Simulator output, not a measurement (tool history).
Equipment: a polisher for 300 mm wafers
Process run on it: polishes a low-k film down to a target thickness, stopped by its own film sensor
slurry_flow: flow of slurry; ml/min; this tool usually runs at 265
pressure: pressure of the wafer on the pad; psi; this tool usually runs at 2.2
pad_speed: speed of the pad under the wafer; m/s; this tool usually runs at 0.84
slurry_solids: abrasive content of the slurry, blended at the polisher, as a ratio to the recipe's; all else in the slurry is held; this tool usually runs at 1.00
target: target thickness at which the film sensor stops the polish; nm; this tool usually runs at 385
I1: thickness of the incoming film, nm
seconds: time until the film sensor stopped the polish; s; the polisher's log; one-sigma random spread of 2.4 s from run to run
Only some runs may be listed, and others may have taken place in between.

{"run": 1, "hour": 0.0, "slurry_flow": 265, "pressure": 2.2, "pad_speed": 0.84, "slurry_solids": 1.0, "target": 385, "I1": 443.8, "seconds": 187.3}
{"hour": 11.1, "done": "slurry blender recalibrated"}
{"run": 2, "hour": 17.2, "slurry_flow": 265, "pressure": 2.2, "pad_speed": 0.84, "slurry_solids": 1.0, "target": 385, "I1": 440.4, "seconds": 167.6}
{"run": 3, "hour": 29.0, "slurry_flow": 360, "pressure": 2.2, "pad_speed": 0.84, "slurry_solids": 1.0, "target": 385, "I1": 432.7, "seconds": 138.8}
{"hour": 35.8, "done": "worn pad replaced by a new one"}
{"run": 4, "hour": 48.8, "slurry_flow": 350, "pressure": 2.9, "pad_speed": 0.84, "slurry_solids": 0.8, "target": 370, "I1": 436.9, "seconds": 175.3}
{"run": 5, "hour": 55.0, "slurry_flow": 265, "pressure": 2.2, "pad_speed": 0.84, "slurry_solids": 1.1, "target": 385, "I1": 443.7, "seconds": 175.1}
{"run": 6, "hour": 62.2, "slurry_flow": 265, "pressure": 2.2, "pad_speed": 1.0, "slurry_solids": 0.9, "target": 390, "I1": 437.1, "seconds": 129.0}
{"run": 7, "hour": 73.7, "slurry_flow": 265, "pressure": 2.2, "pad_speed": 0.64, "slurry_solids": 1.1, "target": 385, "I1": 442.7, "seconds": 215.6}
{"run": 8, "hour": 79.8, "slurry_flow": 265, "pressure": 2.2, "pad_speed": 0.84, "slurry_solids": 0.75, "target": 385, "I1": 437.3, "seconds": 189.3}
{"hour": 82.0, "done": "head pressure recalibrated"}
{"run": 9, "hour": 95.5, "slurry_flow": 265, "pressure": 2.2, "pad_speed": 0.84, "slurry_solids": 1.0, "target": 385, "I1": 431.3, "seconds": 145.8}
{"run": 10, "hour": 105.7, "slurry_flow": 230, "pressure": 2.2, "pad_speed": 0.6, "slurry_solids": 0.85, "target": 380, "I1": 433.6, "seconds": 242.4}
{"run": 11, "hour": 123.3, "slurry_flow": 265, "pressure": 2.2, "pad_speed": 0.84, "slurry_solids": 1.0, "target": 385, "I1": 446.6, "seconds": 203.7}
{"hour": 135.5, "done": "slurry blender recalibrated"}
{"run": 12, "hour": 135.9, "slurry_flow": 265, "pressure": 2.2, "pad_speed": 0.84, "slurry_solids": 1.0, "target": 385, "I1": 435.9, "seconds": 161.5}
{"hour": 143.5, "done": "slurry nozzle cleaned"}
{"run": 13, "hour": 148.3, "slurry_flow": 265, "pressure": 2.2, "pad_speed": 0.84, "slurry_solids": 1.0, "target": 385, "I1": 448.6, "seconds": 184.7}
{"run": 14, "hour": 163.4, "slurry_flow": 265, "pressure": 2.2, "pad_speed": 0.84, "slurry_solids": 1.0, "target": 385, "I1": 442.7, "seconds": 169.2}
{"run": 15, "hour": 173.1, "slurry_flow": 325, "pressure": 2.4, "pad_speed": 0.84, "slurry_solids": 1.0, "target": 385, "I1": 439.3, "seconds": 149.2}
{"run": 16, "hour": 182.2, "slurry_flow": 300, "pressure": 1.7, "pad_speed": 0.94, "slurry_solids": 0.85, "target": 385, "I1": 441.0, "seconds": 198.7}
{"run": 17, "hour": 194.4, "slurry_flow": 265, "pressure": 2.2, "pad_speed": 0.7, "slurry_solids": 1.3, "target": 385, "I1": 439.6, "seconds": 175.5}
{"hour": 210.3, "done": "worn pad replaced by a new one"}
{"run": 18, "hour": 211.4, "slurry_flow": 265, "pressure": 3.0, "pad_speed": 0.84, "slurry_solids": 0.85, "target": 385, "I1": 440.7, "seconds": 143.6}
{"run": 19, "hour": 219.2, "slurry_flow": 180, "pressure": 1.8, "pad_speed": 0.84, "slurry_solids": 1.0, "target": 385, "I1": 441.8, "seconds": 215.7}
{"run": 20, "hour": 231.7, "slurry_flow": 265, "pressure": 2.2, "pad_speed": 0.84, "slurry_solids": 1.0, "target": 385, "I1": 443.1, "seconds": 179.9}
{"hour": 248.1, "done": "slurry blender recalibrated"}
{"run": 21, "hour": 249.5, "slurry_flow": 265, "pressure": 2.5, "pad_speed": 0.84, "slurry_solids": 1.0, "target": 385, "I1": 442.2, "seconds": 150.1}
{"run": 22, "hour": 255.8, "slurry_flow": 210, "pressure": 2.0, "pad_speed": 0.84, "slurry_solids": 1.15, "target": 401, "I1": 440.3, "seconds": 122.2}
{"run": 23, "hour": 266.1, "slurry_flow": 265, "pressure": 2.9, "pad_speed": 0.84, "slurry_solids": 1.0, "target": 368, "I1": 435.8, "seconds": 161.4}
{"run": 24, "hour": 279.0, "slurry_flow": 265, "pressure": 2.2, "pad_speed": 0.84, "slurry_solids": 1.0, "target": 385, "I1": 431.1, "seconds": 135.8}
{"run": 25, "hour": 298.4, "slurry_flow": 300, "pressure": 2.2, "pad_speed": 0.92, "slurry_solids": 0.85, "target": 375, "I1": 440.5, "seconds": 200.6}
{"run": 26, "hour": 306.7, "slurry_flow": 295, "pressure": 2.2, "pad_speed": 1.02, "slurry_solids": 1.0, "target": 385, "I1": 439.5, "seconds": 145.6}

Each row is a separate what-if for the run after 26, all from the same tool condition, not one after another. Results?
{"run": "A", "hour": 307.2, "slurry_flow": 265, "pressure": 2.2, "pad_speed": 0.84, "slurry_solids": 1.0, "target": 385, "I1": 439.6, "seconds": "?"}
{"run": "B", "hour": 307.2, "slurry_flow": 340, "pressure": 2.2, "pad_speed": 0.84, "slurry_solids": 1.0, "target": 385, "I1": 439.6, "seconds": "?"}
{"run": "C", "hour": 307.2, "slurry_flow": 265, "pressure": 1.8, "pad_speed": 0.84, "slurry_solids": 1.1, "target": 397, "I1": 439.6, "seconds": "?"}
{"run": "D", "hour": 307.2, "slurry_flow": 265, "pressure": 2.2, "pad_speed": 0.84, "slurry_solids": 0.7, "target": 385, "I1": 439.6, "seconds": "?"}

run=A seconds=166.7
run=B seconds=161.7
run=C seconds=145.2
run=D seconds=197.2
Without the tool's unlogged condition, the same runs would have read:
run=A seconds=156.9
run=B seconds=153.1
run=C seconds=136.9
run=D seconds=184.5
